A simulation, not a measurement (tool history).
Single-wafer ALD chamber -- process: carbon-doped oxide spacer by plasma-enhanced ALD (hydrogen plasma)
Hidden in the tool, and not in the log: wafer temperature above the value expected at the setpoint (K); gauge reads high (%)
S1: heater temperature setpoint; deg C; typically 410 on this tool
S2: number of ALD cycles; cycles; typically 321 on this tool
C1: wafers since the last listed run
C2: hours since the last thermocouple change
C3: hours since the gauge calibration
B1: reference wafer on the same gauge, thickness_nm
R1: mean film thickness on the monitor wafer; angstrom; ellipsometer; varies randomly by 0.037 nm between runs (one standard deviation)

run	hour	S1	S2	C1	C2	C3	B1	R1
1	0.0	400	286	0	1473.6	350.2	13.020	133.55
2	18.5	400	286	22	1492.1	368.7	13.029	134.04
3	31.8	400	286	16	1505.4	382.0	13.044	133.34
4	54.4	410	321	27	1528.0	404.6	13.033	146.17
5	72.1	410	321	21	1545.7	422.3	13.025	146.21
6	102.7	410	321	36	1576.3	452.9	13.024	146.00
7	120.2	400	369	21	1593.8	470.4	13.024	172.51
# hour 183.3: gauge calibrated
8	193.5	400	369	88	1667.1	10.2	13.305	175.24
9	229.1	400	369	42	1702.7	45.8	13.271	175.31
10	264.1	414	274	42	1737.7	80.8	13.217	125.08
11	289.7	405	361	30	1763.3	106.4	13.198	168.73
12	303.0	424	348	16	1776.6	119.7	13.193	153.61
# hour 332.7: thermocouple changed; heater temperature recalibrated
13	337.5	425	260	31	4.8	154.2	13.170	114.20
14	354.4	400	286	20	21.7	171.1	13.147	134.65
15	377.5	410	321	27	44.8	194.2	13.117	146.91
16	391.1	410	321	16	58.4	207.8	13.134	146.50
17	441.7	422	348	61	109.0	258.4	13.105	153.91
18	463.0	403	284	25	130.3	279.7	13.086	132.10
19	479.8	416	321	20	147.1	296.5	13.090	144.24

Pick out some run-to-run changes in R1. Of each, how much would a tool without hidden state show as well, from the settings, what came in and chance, and how much is left for the hidden state and any gauge scatter not in both results compared?
Run 7 -> 8: gauge calibrated. R1 +2.73 angstrom: hidden state +3.93, all else -1.20.
Run 9 -> 10: S1 400 -> 414, S2 369 -> 274. R1 -50.23 angstrom: hidden state -0.25, all else -49.98.
